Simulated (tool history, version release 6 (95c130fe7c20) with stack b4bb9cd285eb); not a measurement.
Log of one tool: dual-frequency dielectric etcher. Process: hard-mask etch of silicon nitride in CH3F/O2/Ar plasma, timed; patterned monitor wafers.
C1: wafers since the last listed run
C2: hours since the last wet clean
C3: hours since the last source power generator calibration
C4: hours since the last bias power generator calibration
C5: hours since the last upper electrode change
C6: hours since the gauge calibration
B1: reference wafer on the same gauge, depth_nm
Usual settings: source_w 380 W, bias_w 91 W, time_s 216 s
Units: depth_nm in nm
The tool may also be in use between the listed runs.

{"run": 1, "hour": 0.0, "source_w": 380, "bias_w": 91, "time_s": 181, "C1": 0, "C2": 373.7, "C3": 2859.5, "C4": 2043.2, "C5": 4259, "C6": 90.3, "B1": 173.1, "depth_nm": 134.9}
{"run": 2, "hour": 7.2, "source_w": 380, "bias_w": 91, "time_s": 181, "C1": 37, "C2": 380.9, "C3": 2866.7, "C4": 2050.4, "C5": 4266.2, "C6": 97.5, "B1": 173.1, "depth_nm": 135.3}
{"run": 3, "hour": 17.7, "source_w": 380, "bias_w": 91, "time_s": 181, "C1": 54, "C2": 391.4, "C3": 2877.2, "C4": 2060.9, "C5": 4276.7, "C6": 108, "B1": 172.9, "depth_nm": 135.6}
{"run": 4, "hour": 34.9, "source_w": 410, "bias_w": 91, "time_s": 216, "C1": 88, "C2": 408.6, "C3": 2894.4, "C4": 2078.1, "C5": 4293.9, "C6": 125.2, "B1": 172.9, "depth_nm": 167.2}
{"run": 5, "hour": 45.4, "source_w": 410, "bias_w": 91, "time_s": 216, "C1": 54, "C2": 419.1, "C3": 2904.9, "C4": 2088.6, "C5": 4304.4, "C6": 135.7, "B1": 173.4, "depth_nm": 166.9}
{"run": 6, "hour": 51.8, "source_w": 410, "bias_w": 91, "time_s": 216, "C1": 33, "C2": 425.5, "C3": 2911.3, "C4": 2095, "C5": 4310.8, "C6": 142.1, "B1": 172.9, "depth_nm": 166.7}
{"hour": 59.6, "done": "bias power generator calibrated"}
{"run": 7, "hour": 60.0, "source_w": 380, "bias_w": 91, "time_s": 216, "C1": 21, "C2": 433.7, "C3": 2919.5, "C4": 0.4, "C5": 4319, "C6": 150.3, "B1": 173.2, "depth_nm": 162}
{"hour": 84.2, "done": "upper electrode replaced"}
{"hour": 98.8, "done": "wet clean of the chamber"}
{"run": 8, "hour": 99.3, "source_w": 380, "bias_w": 102, "time_s": 216, "C1": 3, "C2": 0.5, "C3": 2958.8, "C4": 39.7, "C5": 15.1, "C6": 189.6, "B1": 172.9, "depth_nm": 172.2}
{"run": 9, "hour": 99.7, "source_w": 380, "bias_w": 91, "time_s": 216, "C1": 2, "C2": 0.9, "C3": 2959.2, "C4": 40.1, "C5": 15.5, "C6": 190, "B1": 172.8, "depth_nm": 168.5}
{"run": 10, "hour": 100.1, "source_w": 310, "bias_w": 77, "time_s": 247.5, "C1": 2, "C2": 1.3, "C3": 2959.6, "C4": 40.5, "C5": 15.9, "C6": 190.4, "B1": 173, "depth_nm": 170.5}
{"hour": 107.1, "done": "gauge calibrated"}
{"hour": 125.7, "done": "wet clean of the chamber, repeated, since the last time left the tool worse"}
{"hour": 128.0, "done": "source power generator calibrated"}
{"run": 11, "hour": 128.5, "source_w": 410, "bias_w": 91, "time_s": 216, "C1": 11, "C2": 2.8, "C3": 0.5, "C4": 68.9, "C5": 44.3, "C6": 21.4, "B1": 173, "depth_nm": 161.1}
{"run": 12, "hour": 128.8, "source_w": 440, "bias_w": 91, "time_s": 173, "C1": 1, "C2": 3.1, "C3": 0.8, "C4": 69.2, "C5": 44.6, "C6": 21.7, "B1": 172.9, "depth_nm": 133.2}
{"run": 13, "hour": 136.1, "source_w": 380, "bias_w": 91, "time_s": 216, "C1": 37, "C2": 10.4, "C3": 8.1, "C4": 76.5, "C5": 51.9, "C6": 29, "B1": 173, "depth_nm": 157.7}
{"run": 14, "hour": 150.3, "source_w": 450, "bias_w": 98, "time_s": 197.5, "C1": 73, "C2": 24.6, "C3": 22.3, "C4": 90.7, "C5": 66.1, "C6": 43.2, "B1": 173.2, "depth_nm": 157.8}
{"run": 15, "hour": 162.9, "source_w": 470, "bias_w": 78, "time_s": 182.5, "C1": 65, "C2": 37.2, "C3": 34.9, "C4": 103.3, "C5": 78.7, "C6": 55.8, "B1": 173, "depth_nm": 138.4}
{"run": 16, "hour": 177.2, "source_w": 380, "bias_w": 72, "time_s": 216, "C1": 73, "C2": 51.5, "C3": 49.2, "C4": 117.6, "C5": 93, "C6": 70.1, "B1": 173, "depth_nm": 147.5}

Some steps in depth_nm between neighbouring runs. How much of each would the tool show without its hidden state too (settings, what came in, random variation), and how much is left for the hidden state, with any gauge scatter that isn't in both results?
The hidden state here: etch rate over this chamber's usual, %; source power that arrives over what is set, %; bias power that arrives over what is set, %; gauge reads high (%).
Run 3 -> 4: source_w 380 -> 410, time_s 181 -> 216. depth_nm +31.6 nm: hidden state +1.4, all else +30.2.
Run 10 -> 11: source_w 310 -> 410, bias_w 77 -> 91, time_s 247.5 -> 216, gauge calibrated, wet clean of the chamber, repeated, since the last time left the tool worse, source power generator calibrated. depth_nm -9.4 nm: hidden state -10.1, all else +0.7.
